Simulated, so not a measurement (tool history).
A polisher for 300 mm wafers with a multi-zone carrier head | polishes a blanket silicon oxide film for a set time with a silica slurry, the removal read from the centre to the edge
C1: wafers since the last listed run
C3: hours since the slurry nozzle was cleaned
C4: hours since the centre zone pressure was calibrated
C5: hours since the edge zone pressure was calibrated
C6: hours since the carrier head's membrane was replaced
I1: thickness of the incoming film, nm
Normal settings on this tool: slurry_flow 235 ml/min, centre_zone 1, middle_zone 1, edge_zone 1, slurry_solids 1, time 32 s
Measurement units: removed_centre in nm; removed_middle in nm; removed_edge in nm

{"run": 1, "hour": 0.0, "slurry_flow": 235, "centre_zone": 1, "middle_zone": 1, "edge_zone": 1, "slurry_solids": 1, "time": 35, "C1": 0, "wafers polished on this pad": 1695, "C3": 30.9, "C4": 712.4, "C5": 51.5, "C6": 1430.4, "I1": 1190.2, "removed_centre": 114.5, "removed_middle": 117.3, "removed_edge": 115.2}
{"hour": 14.2, "done": "centre zone pressure recalibrated"}
{"run": 2, "hour": 42.4, "slurry_flow": 235, "centre_zone": 1, "middle_zone": 1, "edge_zone": 1, "slurry_solids": 1, "time": 32, "C1": 354, "wafers polished on this pad": 2050, "C3": 73.3, "C4": 28.2, "C5": 93.9, "C6": 1472.8, "I1": 1191.4, "removed_centre": 106.2, "removed_middle": 106.1, "removed_edge": 107.1}
{"run": 3, "hour": 109.7, "slurry_flow": 235, "centre_zone": 1, "middle_zone": 1, "edge_zone": 1, "slurry_solids": 1, "time": 32, "C1": 591, "wafers polished on this pad": 2641, "C3": 140.6, "C4": 95.5, "C5": 161.2, "C6": 1540.1, "I1": 1178.5, "removed_centre": 104.1, "removed_middle": 105.8, "removed_edge": 102.8}
{"run": 4, "hour": 258.5, "slurry_flow": 235, "centre_zone": 1, "middle_zone": 1, "edge_zone": 1.07, "slurry_solids": 1.15, "time": 32, "C1": 1307, "wafers polished on this pad": 3949, "C3": 289.4, "C4": 244.3, "C5": 310, "C6": 1688.9, "I1": 1182.3, "removed_centre": 108.6, "removed_middle": 112, "removed_edge": 116}
{"hour": 296.0, "done": "worn pad replaced by a new one"}
{"run": 5, "hour": 340.4, "slurry_flow": 235, "centre_zone": 1, "middle_zone": 1, "edge_zone": 1.07, "slurry_solids": 1.15, "time": 32, "C1": 684, "wafers polished on this pad": 390, "C3": 371.3, "C4": 326.2, "C5": 391.9, "C6": 1770.8, "I1": 1173.2, "removed_centre": 119.1, "removed_middle": 121.1, "removed_edge": 124.1}
{"run": 6, "hour": 409.0, "slurry_flow": 235, "centre_zone": 1, "middle_zone": 1, "edge_zone": 1.07, "slurry_solids": 1.15, "time": 32, "C1": 602, "wafers polished on this pad": 992, "C3": 439.9, "C4": 394.8, "C5": 460.5, "C6": 1839.4, "I1": 1177.9, "removed_centre": 118.8, "removed_middle": 115.1, "removed_edge": 120.7}
{"hour": 424.4, "done": "carrier head's membrane replaced by a new one"}
{"hour": 424.9, "done": "edge zone pressure recalibrated"}
{"hour": 465.0, "done": "slurry nozzle cleaned"}
{"run": 7, "hour": 512.0, "slurry_flow": 305, "centre_zone": 1, "middle_zone": 1, "edge_zone": 0.97, "slurry_solids": 1, "time": 32, "C1": 847, "wafers polished on this pad": 1840, "C3": 47, "C4": 497.8, "C5": 87.1, "C6": 87.6, "I1": 1173.2, "removed_centre": 104.2, "removed_middle": 108.3, "removed_edge": 105.2}
{"run": 8, "hour": 575.1, "slurry_flow": 305, "centre_zone": 1, "middle_zone": 1.05, "edge_zone": 0.96, "slurry_solids": 1, "time": 27, "C1": 554, "wafers polished on this pad": 2395, "C3": 110.1, "C4": 560.9, "C5": 150.2, "C6": 150.7, "I1": 1166.4, "removed_centre": 90.2, "removed_middle": 95.6, "removed_edge": 88.8}
{"run": 9, "hour": 612.0, "slurry_flow": 155, "centre_zone": 1, "middle_zone": 0.93, "edge_zone": 0.9, "slurry_solids": 1, "time": 32, "C1": 324, "wafers polished on this pad": 2719, "C3": 147, "C4": 597.8, "C5": 187.1, "C6": 187.6, "I1": 1187.6, "removed_centre": 94.3, "removed_middle": 89.8, "removed_edge": 92.2}
{"run": 10, "hour": 682.7, "slurry_flow": 210, "centre_zone": 1, "middle_zone": 1.03, "edge_zone": 1, "slurry_solids": 1, "time": 32, "C1": 621, "wafers polished on this pad": 3340, "C3": 217.7, "C4": 668.5, "C5": 257.8, "C6": 258.3, "I1": 1166.8, "removed_centre": 98.9, "removed_middle": 104.6, "removed_edge": 98.4}
{"hour": 740.6, "done": "worn pad replaced by a new one"}
{"run": 11, "hour": 772.4, "slurry_flow": 155, "centre_zone": 1, "middle_zone": 1.09, "edge_zone": 1.1, "slurry_solids": 1, "time": 41, "C1": 752, "wafers polished on this pad": 279, "C3": 307.4, "C4": 758.2, "C5": 347.5, "C6": 348, "I1": 1169.4, "removed_centre": 133.3, "removed_middle": 144.1, "removed_edge": 141.2}
{"run": 12, "hour": 871.8, "slurry_flow": 300, "centre_zone": 1, "middle_zone": 0.95, "edge_zone": 1, "slurry_solids": 1.1, "time": 32, "C1": 873, "wafers polished on this pad": 1152, "C3": 406.8, "C4": 857.6, "C5": 446.9, "C6": 447.4, "I1": 1172.1, "removed_centre": 115.8, "removed_middle": 112.2, "removed_edge": 116.4}
{"hour": 911.7, "done": "centre zone pressure recalibrated"}
{"run": 13, "hour": 971.8, "slurry_flow": 235, "centre_zone": 1, "middle_zone": 1, "edge_zone": 1, "slurry_solids": 1, "time": 32, "C1": 860, "wafers polished on this pad": 2013, "C3": 506.8, "C4": 60.1, "C5": 546.9, "C6": 547.4, "I1": 1172.7, "removed_centre": 105.5, "removed_middle": 104.5, "removed_edge": 103.5}
{"hour": 985.4, "done": "edge zone pressure recalibrated"}
{"hour": 995.4, "done": "slurry nozzle cleaned"}
{"run": 14, "hour": 1075.6, "slurry_flow": 280, "centre_zone": 1, "middle_zone": 1, "edge_zone": 1, "slurry_solids": 1, "time": 32, "C1": 885, "wafers polished on this pad": 2899, "C3": 80.2, "C4": 163.9, "C5": 90.2, "C6": 651.2, "I1": 1156.9, "removed_centre": 104.2, "removed_middle": 106.2, "removed_edge": 104.3}
{"run": 15, "hour": 1119.4, "slurry_flow": 310, "centre_zone": 0.92, "middle_zone": 1, "edge_zone": 1, "slurry_solids": 1, "time": 40, "C1": 384, "wafers polished on this pad": 3284, "C3": 124, "C4": 207.7, "C5": 134, "C6": 695, "I1": 1170.9, "removed_centre": 121.9, "removed_middle": 132, "removed_edge": 130.2}
{"run": 16, "hour": 1189.4, "slurry_flow": 295, "centre_zone": 1, "middle_zone": 1, "edge_zone": 1, "slurry_solids": 1.1, "time": 32, "C1": 614, "wafers polished on this pad": 3899, "C3": 194, "C4": 277.7, "C5": 204, "C6": 765, "I1": 1169, "removed_centre": 110.9, "removed_middle": 113.5, "removed_edge": 110.5}
{"run": 17, "hour": 1233.2, "slurry_flow": 235, "centre_zone": 1, "middle_zone": 1, "edge_zone": 1, "slurry_solids": 1, "time": 32, "C1": 384, "wafers polished on this pad": 4283, "C3": 237.8, "C4": 321.5, "C5": 247.8, "C6": 808.8, "I1": 1173.5, "removed_centre": 101.4, "removed_middle": 101.4, "removed_edge": 101.1}
{"hour": 1281.6, "done": "worn pad replaced by a new one"}
{"run": 18, "hour": 1301.0, "slurry_flow": 235, "centre_zone": 1, "middle_zone": 1, "edge_zone": 1.07, "slurry_solids": 1, "time": 32, "C1": 560, "wafers polished on this pad": 170, "C3": 305.6, "C4": 389.3, "C5": 315.6, "C6": 876.6, "I1": 1194.5, "removed_centre": 113.1, "removed_middle": 113.7, "removed_edge": 117.2}
{"run": 19, "hour": 1381.7, "slurry_flow": 235, "centre_zone": 1, "middle_zone": 1, "edge_zone": 1.07, "slurry_solids": 1.15, "time": 32, "C1": 708, "wafers polished on this pad": 879, "C3": 386.3, "C4": 470, "C5": 396.3, "C6": 957.3, "I1": 1184.6, "removed_centre": 118.2, "removed_middle": 117.2, "removed_edge": 122.2}
{"hour": 1467.0, "done": "slurry nozzle cleaned"}
{"hour": 1490.4, "done": "edge zone pressure recalibrated"}
{"run": 20, "hour": 1490.9, "slurry_flow": 235, "centre_zone": 1, "middle_zone": 1, "edge_zone": 1, "slurry_solids": 1, "time": 32, "C1": 932, "wafers polished on this pad": 1812, "C3": 23.9, "C4": 579.2, "C5": 0.5, "C6": 1066.5, "I1": 1172.3, "removed_centre": 102.8, "removed_middle": 104.2, "removed_edge": 103.8}

Forecast run 21:
{"run": 21, "hour": 1591.6, "slurry_flow": 235, "centre_zone": 1, "middle_zone": 1, "edge_zone": 1.08, "slurry_solids": 1.3, "time": 32, "C1": 884, "wafers polished on this pad": 2696, "C3": 124.6, "C4": 679.9, "C5": 101.2, "C6": 1167.2, "I1": 1192, "removed_centre": "?", "removed_middle": "?", "removed_edge": "?"}

Run 21 produced removed_centre 116.5 nm, removed_middle 119.3 nm, removed_edge 123.2 nm.
With the hidden condition absent and the run-to-run variation left alone, this run would have shown removed_centre 130.5 nm, removed_middle 133.7 nm, removed_edge 138 nm.
